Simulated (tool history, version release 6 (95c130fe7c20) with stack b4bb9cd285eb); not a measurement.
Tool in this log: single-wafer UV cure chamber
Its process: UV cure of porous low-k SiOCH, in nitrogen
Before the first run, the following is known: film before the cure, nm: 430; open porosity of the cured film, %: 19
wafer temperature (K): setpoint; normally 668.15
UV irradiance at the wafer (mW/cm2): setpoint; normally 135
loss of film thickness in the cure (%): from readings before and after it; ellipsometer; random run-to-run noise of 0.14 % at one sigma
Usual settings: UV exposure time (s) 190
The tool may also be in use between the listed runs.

| run | hour | wafer temperature (K) | UV exposure time (s) | UV irradiance at the wafer (mW/cm2) | wafers since the last listed run | hours since the UV bulbs were replaced | wafers since the quartz window was cleaned | loss of film thickness in the cure (%) |
|---|---|---|---|---|---|---|---|---|
| 1 | 0 | 668.15 | 190 | 135 | 0 | 1007.8 | 1799 | 11.742 |
| 2 | 43.8 | 668.15 | 190 | 135 | 329 | 1051.6 | 2128 | 11.734 |
| 3 | 90 | 668.15 | 190 | 135 | 347 | 1097.8 | 2476 | 11.377 |
| 4 | 165.4 | 682.15 | 190 | 135 | 567 | 1173.2 | 3043 | 11.946 |
| 5 | 264.1 | 682.15 | 190 | 135 | 742 | 1271.9 | 3786 | 12.24 |
| 6 | 333.7 | 668.15 | 190 | 147 | 523 | 1341.5 | 4310 | 12.346 |
|  | 351.6 | quartz window cleaned |
| 7 | 379.1 | 656.15 | 190 | 135 | 281 | 1386.9 | 207 | 11.632 |
| 8 | 472.6 | 668.15 | 190 | 135 | 703 | 1480.4 | 910 | 11.726 |
| 9 | 544.9 | 668.15 | 190 | 135 | 544 | 1552.7 | 1454 | 11.731 |
| 10 | 592.2 | 668.15 | 190 | 135 | 355 | 1600 | 1810 | 11.681 |
| 11 | 668.8 | 674.15 | 190 | 162 | 576 | 1676.6 | 2387 | 12.312 |
| 12 | 759.2 | 674.15 | 190 | 162 | 680 | 1767 | 3067 | 12.841 |
| 13 | 799.8 | 668.15 | 190 | 125 | 305 | 1807.6 | 3373 | 11.37 |
| 14 | 876.8 | 668.15 | 190 | 125 | 579 | 1884.6 | 3952 | 11.388 |
|  | 891.4 | quartz window cleaned |
| 15 | 916.4 | 668.15 | 190 | 135 | 237 | 1924.2 | 187 | 11.831 |
| 16 | 1019.3 | 668.15 | 190 | 135 | 774 | 2027.1 | 962 | 11.693 |
| 17 | 1107.1 | 668.15 | 150 | 135 | 660 | 2114.9 | 1623 | 10.579 |
| 18 | 1157.1 | 668.15 | 150 | 135 | 376 | 2164.9 | 1999 | 10.492 |
| 19 | 1230.5 | 668.15 | 150 | 135 | 552 | 2238.3 | 2551 | 10.757 |
| 20 | 1307.6 | 668.15 | 85 | 165 | 580 | 2315.4 | 3131 | 9.002 |
| 21 | 1357.4 | 685.15 | 300 | 175 | 374 | 2365.2 | 3506 | 15.008 |
| 22 | 1433 | 659.15 | 125 | 174 | 568 | 2440.8 | 4075 | 10.736 |
|  | 1449.5 | quartz window cleaned |
| 23 | 1486.7 | 674.15 | 285 | 135 | 343 | 2494.5 | 280 | 13.88 |
| 24 | 1564.7 | 668.15 | 140 | 125 | 586 | 2572.5 | 867 | 10.093 |
|  | 1595.4 | UV bulbs replaced |
| 25 | 1759.7 | 653.15 | 255 | 135 | 1407 | 164.3 | 2274 | 12.612 |
| 26 | 1823.1 | 668.15 | 190 | 135 | 477 | 227.7 | 2751 | 11.598 |
| 27 | 1904.5 | 668.15 | 190 | 168 | 612 | 309.1 | 3364 | 12.547 |
|  | 1995.9 | quartz window cleaned |
| 28 | 2000.4 | 658.15 | 190 | 110 | 661 | 405 | 34 | 10.815 |
| 29 | 2102.6 | 649.15 | 295 | 173 | 769 | 507.2 | 803 | 14.8 |
| 30 | 2181.7 | 652.15 | 275 | 135 | 595 | 586.3 | 1398 | 13.134 |
| 31 | 2252.9 | 668.15 | 190 | 135 | 535 | 657.5 | 1934 | 11.645 |
| 32 | 2314.1 | 668.15 | 190 | 135 | 460 | 718.7 | 2394 | 11.614 |
| 33 | 2392.9 | 686.15 | 90 | 119 | 593 | 797.5 | 2987 | 8.109 |
| 34 | 2465.4 | 656.15 | 190 | 135 | 545 | 870 | 3533 | 11.288 |
| 35 | 2514.8 | 654.15 | 230 | 103 | 371 | 919.4 | 3905 | 11.435 |
|  | 2543.2 | quartz window cleaned |
| 36 | 2604.2 | 683.15 | 190 | 101 | 612 | 1008.8 | 459 | 10.848 |
| 37 | 2705.1 | 686.15 | 190 | 156 | 759 | 1109.7 | 1218 | 12.567 |
| 38 | 2838.6 | 662.15 | 115 | 99 | 1004 | 1243.2 | 2223 | 8.068 |
| 39 | 2911.1 | 659.15 | 100 | 119 | 545 | 1315.7 | 2768 | 8.383 |

Alternative continuations, all from the tool just after run 39; predict every row:
| A | 2911.6 | 668.15 | 190 | 135 | 3 | 1316.2 | 2772 | ? |
| B | 2911.6 | 652.15 | 190 | 135 | 3 | 1316.2 | 2772 | ? |
| C | 2911.6 | 651.15 | 190 | 105 | 3 | 1316.2 | 2772 | ? |

| run | loss of film thickness in the cure (%) |
|---|---|
| A | 11.72 |
| B | 11.427 |
| C | 10.276 |
Without the tool's hidden state the same runs would have given:
| run | loss of film thickness in the cure (%) |
|---|---|
| A | 11.72 |
| B | 11.427 |
| C | 10.276 |

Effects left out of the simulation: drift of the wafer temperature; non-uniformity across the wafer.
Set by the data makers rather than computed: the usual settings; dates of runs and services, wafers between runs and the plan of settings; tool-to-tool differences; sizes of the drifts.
